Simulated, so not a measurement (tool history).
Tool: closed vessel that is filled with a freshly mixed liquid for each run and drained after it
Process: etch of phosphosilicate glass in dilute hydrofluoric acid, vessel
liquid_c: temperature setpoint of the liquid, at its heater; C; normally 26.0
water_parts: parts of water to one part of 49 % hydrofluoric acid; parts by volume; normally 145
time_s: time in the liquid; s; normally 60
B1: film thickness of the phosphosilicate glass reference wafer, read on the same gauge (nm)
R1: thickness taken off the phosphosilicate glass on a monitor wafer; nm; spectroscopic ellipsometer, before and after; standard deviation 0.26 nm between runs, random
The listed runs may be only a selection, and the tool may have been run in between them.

run 1 hour=0.0 | liquid_c=26.0 water_parts=145 time_s=60 | B1=59.98 | R1=40.85
run 2 hour=184.7 | liquid_c=26.0 water_parts=145 time_s=60 | B1=59.99 | R1=41.31
run 3 hour=229.5 | liquid_c=26.0 water_parts=145 time_s=60 | B1=60.01 | R1=41.16
run 4 hour=288.4 | liquid_c=26.0 water_parts=145 time_s=60 | B1=60.00 | R1=40.89
run 5 hour=346.7 | liquid_c=26.0 water_parts=145 time_s=60 | B1=59.98 | R1=40.65
run 6 hour=412.7 | liquid_c=26.0 water_parts=145 time_s=60 | B1=60.00 | R1=40.63
run 7 hour=464.3 | liquid_c=28.5 water_parts=145 time_s=60 | B1=60.02 | R1=44.78
run 8 hour=520.5 | liquid_c=26.0 water_parts=100 time_s=60 | B1=60.00 | R1=62.68
run 9 hour=566.8 | liquid_c=24.5 water_parts=90 time_s=60 | B1=60.00 | R1=66.22
run 10 hour=593.7 | liquid_c=26.0 water_parts=145 time_s=60 | B1=59.98 | R1=40.88
run 11 hour=619.7 | liquid_c=26.0 water_parts=145 time_s=60 | B1=60.00 | R1=41.32
run 12 hour=646.2 | liquid_c=26.0 water_parts=145 time_s=60 | B1=60.00 | R1=40.64
run 13 hour=670.4 | liquid_c=26.0 water_parts=145 time_s=60 | B1=60.01 | R1=41.38
run 14 hour=702.9 | liquid_c=26.0 water_parts=90 time_s=70 | B1=59.99 | R1=82.91
run 15 hour=732.2 | liquid_c=26.0 water_parts=145 time_s=60 | B1=59.99 | R1=41.20
run 16 hour=775.3 | liquid_c=27.5 water_parts=145 time_s=80 | B1=60.00 | R1=57.59
run 17 hour=822.4 | liquid_c=21.5 water_parts=145 time_s=60 | B1=60.00 | R1=34.19
-- hour=836.2 gauge calibrated
-- hour=912.0 thermometer replaced
run 18 hour=915.6 | liquid_c=26.0 water_parts=190 time_s=35 | B1=60.04 | R1=18.14
run 19 hour=966.2 | liquid_c=23.0 water_parts=145 time_s=60 | B1=60.00 | R1=38.47
-- hour=977.9 hydrofluoric acid flow meter replaced
run 20 hour=1034.7 | liquid_c=26.0 water_parts=145 time_s=90 | B1=59.96 | R1=62.53
run 21 hour=1097.4 | liquid_c=26.0 water_parts=145 time_s=40 | B1=59.99 | R1=27.92
run 22 hour=1129.8 | liquid_c=24.5 water_parts=205 time_s=85 | B1=59.99 | R1=37.00
run 23 hour=1172.9 | liquid_c=26.0 water_parts=195 time_s=75 | B1=60.02 | R1=36.68
run 24 hour=1206.1 | liquid_c=27.5 water_parts=115 time_s=85 | B1=60.00 | R1=82.26

Run 25 comes next. What will it give?
run 25 hour=1232.8 | liquid_c=26.0 water_parts=145 time_s=60 | B1=? | R1=?

B1: 59.98
R1: 42.04 nm
With no hidden state in the tool, this same run would have given R1 42.38 nm.
